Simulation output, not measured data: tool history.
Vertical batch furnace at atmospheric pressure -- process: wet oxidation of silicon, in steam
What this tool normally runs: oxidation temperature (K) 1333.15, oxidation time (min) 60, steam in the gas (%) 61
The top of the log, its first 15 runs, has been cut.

run	hour	oxidation temperature (K)	oxidation time (min)	steam in the gas (%)	read-back reference wafer on the same gauge, thickness	oxide thickness on the monitor wafer (Å)
16	1106.2	1333.15	60	61	488.9	4557.8
17	1193.4	1333.15	60	61	487.99	4567.7
18	1248.1	1333.15	60	61	488.9	4555.1
19	1351.7	1333.15	60	61	489.28	4575.7
20	1417.8	1333.15	41	51	489.43	3350.2
21	1508.5	1346.15	50.5	55	489.41	4145.8
22	1593.5	1333.15	68.5	55	489.29	4662.3
# hour 1622.2: thermocouples replaced and temperature profile calibrated
23	1640.8	1322.15	60	64	489.51	4435.2
24	1682.3	1333.15	60	61	488.97	4499.7
25	1748	1341.15	42.5	68	489.32	4061.1
26	1793	1333.15	35.5	57	489.09	3260.5
27	1868.3	1333.15	60	64	488.51	4632.1
# hour 1927.8: steam generator serviced
28	1928.3	1333.15	60	61	489.58	4514.7
29	1979.1	1333.15	60	61	488.68	4540.8
30	2066.1	1314.15	73.5	71	488.77	5092.3
31	2159.3	1333.15	60	50	489.09	4058.7
32	2225.6	1311.15	40	61	489	3251.7
33	2330.8	1333.15	72	50	488.91	4470.5
34	2383.6	1333.15	45.5	61	489.33	3882.6
35	2478.2	1333.15	69	61	488.91	4848.5
36	2554.4	1333.15	60	51	489.44	4096
37	2603.9	1333.15	60	53	488.56	4184.2
38	2661.4	1333.15	60	64	489.39	4662.3

Alternative continuations, all from the tool just after run 38; predict every row:
A	2666.1	1333.15	60	61	?	?
B	2666.1	1316.15	60	61	?	?
C	2666.1	1313.15	47	71	?	?
D	2666.1	1333.15	83.5	61	?	?

run	read-back reference wafer on the same gauge, thickness	oxide thickness on the monitor wafer (Å)
A	488.88	4526.6
B	488.88	4210.5
C	488.88	3941.6
D	488.88	5432.1
Had the tool no hidden state, the same runs would have come out as:
run	oxide thickness on the monitor wafer (Å)
A	4510.8
B	4194.8
C	3926.4
D	5414.1

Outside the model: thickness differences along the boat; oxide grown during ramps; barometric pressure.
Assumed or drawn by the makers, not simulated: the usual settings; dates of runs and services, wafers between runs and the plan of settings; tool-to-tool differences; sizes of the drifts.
